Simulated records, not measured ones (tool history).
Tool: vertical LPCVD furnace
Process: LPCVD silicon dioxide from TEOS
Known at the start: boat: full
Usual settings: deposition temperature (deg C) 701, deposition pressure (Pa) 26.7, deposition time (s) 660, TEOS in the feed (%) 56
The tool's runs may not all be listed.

run,hour,deposition temperature (deg C),deposition pressure (Pa),deposition time (s),TEOS in the feed (%),"read-back reference wafer on the same gauge, thickness",film thickness on the monitor wafer in the middle of the boat (nm)
1,0,701,26.7,660,56,51.21,69.1
2,17.4,701,30,660,56,51.2,73.24
3,30.1,701,30,660,56,51.2,73.27
4,44.5,701,30,660,56,51.2,73.25
5,75.2,701,26.7,660,56,51.22,69.08
6,85.4,701,26.7,660,56,51.18,68.97
7,118,701,26.7,660,56,51.2,68.93
8,121.3,701,26.7,660,56,51.19,69.06
9,156.5,696,22.7,570,51,51.18,42.23
10,159.8,701,26.7,660,56,51.18,62.59
11,163.2,701,26.7,540,56,51.2,50.95
12,187.5,701,26.7,660,56,51.2,62.51
13,196.1,701,24,870,47,51.21,72
14,203.5,701,26.7,660,50,51.2,59.27

Not shown: 4 entries that the log had between the listed runs. Between which runs, and how does the tool's hidden state differ before and after?
Between runs 6 and 7: gauge calibrated (hour 94.9); pressure gauge zeroed (hour 117.5)
  no hidden state differs between the two runs
  measured less the result without the state, film thickness on the monitor wafer in the middle of the boat (nm): +6.6 -> +6.61
Between runs 8 and 9: TEOS flow controller replaced (hour 147.8); thermocouples replaced and temperature profile calibrated (hour 156)
  true tube temperature minus thermocouple reading, K: 4.36 -> 0.00662
  measured less the result without the state, film thickness on the monitor wafer in the middle of the boat (nm): +6.62 -> +0.01
